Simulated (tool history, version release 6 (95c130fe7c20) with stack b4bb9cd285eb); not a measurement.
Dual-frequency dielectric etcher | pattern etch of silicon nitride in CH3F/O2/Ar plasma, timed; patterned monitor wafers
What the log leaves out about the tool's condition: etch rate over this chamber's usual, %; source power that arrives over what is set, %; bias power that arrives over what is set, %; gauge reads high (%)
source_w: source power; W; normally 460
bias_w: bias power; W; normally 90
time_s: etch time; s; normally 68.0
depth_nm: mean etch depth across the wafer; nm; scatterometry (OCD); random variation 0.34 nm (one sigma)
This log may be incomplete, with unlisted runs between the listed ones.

run,hour,source_w,bias_w,time_s,wafers since the last listed run,hours since the last wet clean,hours since the last source power generator calibration,hours since the last bias power generator calibration,hours since the last upper electrode change,hours since the gauge calibration,"read-back reference wafer on the same gauge, depth_nm",depth_nm
1,0.0,460,90,68.0,0,127.5,2464.7,1718.6,5093.6,130.8,63.8,52.9
2,22.1,460,90,68.0,246,149.6,2486.8,1740.7,5115.7,152.9,63.8,52.1
3,46.6,460,90,68.0,273,174.1,2511.3,1765.2,5140.2,177.4,63.8,52.7
4,76.8,530,90,68.0,337,204.3,2541.5,1795.4,5170.4,207.6,63.8,56.2
5,97.6,460,103,68.0,232,225.1,2562.3,1816.2,5191.2,228.4,63.8,55.6
# hour 132.4: upper electrode replaced, of another model than before
6,132.9,460,90,68.0,126,260.4,2597.6,1851.5,0.5,263.7,63.9,52.7
7,141.8,520,100,68.0,99,269.3,2606.5,1860.4,9.4,272.6,63.8,55.9
8,166.4,460,90,68.0,274,293.9,2631.1,1885.0,34.0,297.2,63.7,51.4
9,193.2,420,84,68.0,299,320.7,2657.9,1911.8,60.8,324.0,63.8,49.2
10,225.7,420,84,68.0,363,353.2,2690.4,1944.3,93.3,356.5,63.8,49.6
# hour 280.8: source power generator calibrated
11,290.4,460,100,68.0,678,417.9,9.6,2009.0,158.0,421.2,63.7,53.2
12,316.2,500,68,60.0,288,443.7,35.4,2034.8,183.8,447.0,63.7,43.3
13,335.1,500,68,60.0,211,462.6,54.3,2053.7,202.7,465.9,63.8,43.3
14,359.9,510,72,53.5,277,487.4,79.1,2078.5,227.5,490.7,63.8,39.3
15,379.0,500,90,88.5,213,506.5,98.2,2097.6,246.6,509.8,63.8,68.1
# hour 383.9: gauge calibrated
16,409.5,460,90,68.0,340,537.0,128.7,2128.1,277.1,25.6,63.9,50.6
17,442.4,460,90,81.5,367,569.9,161.6,2161.0,310.0,58.5,63.8,61.0
# hour 485.9: wet clean of the chamber
18,486.4,460,90,68.0,223,0.5,205.6,2205.0,354.0,102.5,63.8,54.4
19,486.7,530,102,87.0,3,0.8,205.9,2205.3,354.3,102.8,63.8,75.1
20,500.7,360,100,68.0,156,14.8,219.9,2219.3,368.3,116.8,63.7,52.6
21,523.0,560,90,68.0,249,37.1,242.2,2241.6,390.6,139.1,63.8,57.7
# hour 538.5: bias power generator calibrated
22,553.3,550,75,80.5,293,67.4,272.5,14.8,420.9,169.4,63.8,64.3
23,570.7,460,84,80.5,194,84.8,289.9,32.2,438.3,186.8,63.8,63.0
24,584.5,390,106,49.0,154,98.6,303.7,46.0,452.1,200.6,63.8,38.9
25,605.6,460,90,58.5,235,119.7,324.8,67.1,473.2,221.7,63.9,46.8
26,635.9,420,90,68.0,338,150.0,355.1,97.4,503.5,252.0,63.8,52.3
27,713.0,570,100,60.0,861,227.1,432.2,174.5,580.6,329.1,63.9,51.3
28,731.8,580,82,82.0,210,245.9,451.0,193.3,599.4,347.9,63.8,67.4
29,752.1,420,80,83.0,226,266.2,471.3,213.6,619.7,368.2,63.8,61.3
30,784.7,350,111,50.0,364,298.8,503.9,246.2,652.3,400.8,63.9,38.2
31,798.8,460,90,68.0,157,312.9,518.0,260.3,666.4,414.9,63.8,52.6

Some steps in depth_nm, run to run, broken into two amounts with sign: the step expected even without the hidden condition (settings, incoming material, random variation), and the rest, left for the hidden condition together with whatever gauge scatter is not in both the measured and the hidden-condition-free result:
Run 14 -> 15: source_w 510 -> 500, bias_w 72 -> 90, time_s 53.5 -> 88.5. depth_nm +28.8 nm: hidden state -1.3, all else +30.1.
Run 16 -> 17: time_s 68.0 -> 81.5. depth_nm +10.4 nm: hidden state -0.7, all else +11.1.
Run 17 -> 18: time_s 81.5 -> 68.0, wet clean of the chamber. depth_nm -6.6 nm: hidden state +4.0, all else -10.6.
Run 23 -> 24: source_w 460 -> 390, bias_w 84 -> 106, time_s 80.5 -> 49.0. depth_nm -24.1 nm: hidden state -0.2, all else -23.9.
Run 29 -> 30: source_w 420 -> 350, bias_w 80 -> 111, time_s 83.0 -> 50.0. depth_nm -23.1 nm: hidden state +0.0, all else -23.1.

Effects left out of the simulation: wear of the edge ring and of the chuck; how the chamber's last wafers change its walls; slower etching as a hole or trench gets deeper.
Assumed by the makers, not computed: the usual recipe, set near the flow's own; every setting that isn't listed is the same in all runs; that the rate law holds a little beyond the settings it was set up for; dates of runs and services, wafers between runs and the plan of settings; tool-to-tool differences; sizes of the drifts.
